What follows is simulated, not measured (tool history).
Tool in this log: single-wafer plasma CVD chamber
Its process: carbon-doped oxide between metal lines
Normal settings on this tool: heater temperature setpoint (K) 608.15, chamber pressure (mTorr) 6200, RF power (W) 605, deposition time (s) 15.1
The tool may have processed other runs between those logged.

run,day,heater temperature setpoint (K),chamber pressure (mTorr),RF power (W),deposition time (s),"read-back reference wafer on the same gauge, thickness_nm",mean film thickness on the monitor wafer (Å)
1,0,608.15,6200,605,15.1,114.369,998.35
2,1.667,608.15,6200,605,15.1,114.347,995.36
3,3.821,608.15,6200,605,12.8,114.38,845.92
4,5.417,608.15,6200,605,12.8,114.354,850.34
5,7.5,608.15,6200,605,12.8,114.441,848.81
# day 8.062: thermocouple changed; heater temperature recalibrated
6,9.454,616.15,7010,605,15.1,114.423,970.08
7,10.954,616.15,7010,605,15.1,114.453,968.51
# day 12.367: showerhead replaced
8,12.775,608.15,6200,575,15.1,114.324,969.55
9,15.129,608.15,6200,605,15.1,114.432,990.16
10,17.317,608.15,6200,605,15.1,114.422,989.1
# day 21.929: gauge calibrated
# day 23.667: capacitance manometer re-zeroed and calibrated
11,26.146,608.15,6200,605,15.1,114.426,993
12,27.458,608.15,7360,605,15.1,114.484,1001.11
13,30.408,613.15,6840,605,17.8,114.397,1161.71
14,33.042,608.15,6200,605,15.1,114.432,993.39
15,34.654,596.15,6200,555,16.8,114.387,1116.41
16,36.879,615.15,6200,710,15.1,114.362,1038.3
17,39.354,608.15,7180,720,15.1,114.377,1091.84
18,42.279,594.15,5810,665,13,114.364,943.58
19,43.533,608.15,6200,535,15.1,114.42,945.31

The next listed run, before its measurement:
# day 43.996: RF generator calibrated
20,46.329,608.15,6200,605,15.1,?,?

{"run 20": {"read-back reference wafer on the same gauge, thickness_nm": 114.397, "mean film thickness on the monitor wafer (Å)": 997.96}}
Take away the tool's hidden state, keep the run-to-run variation as it was, and the same run would have given mean film thickness on the monitor wafer (Å) 991.39.

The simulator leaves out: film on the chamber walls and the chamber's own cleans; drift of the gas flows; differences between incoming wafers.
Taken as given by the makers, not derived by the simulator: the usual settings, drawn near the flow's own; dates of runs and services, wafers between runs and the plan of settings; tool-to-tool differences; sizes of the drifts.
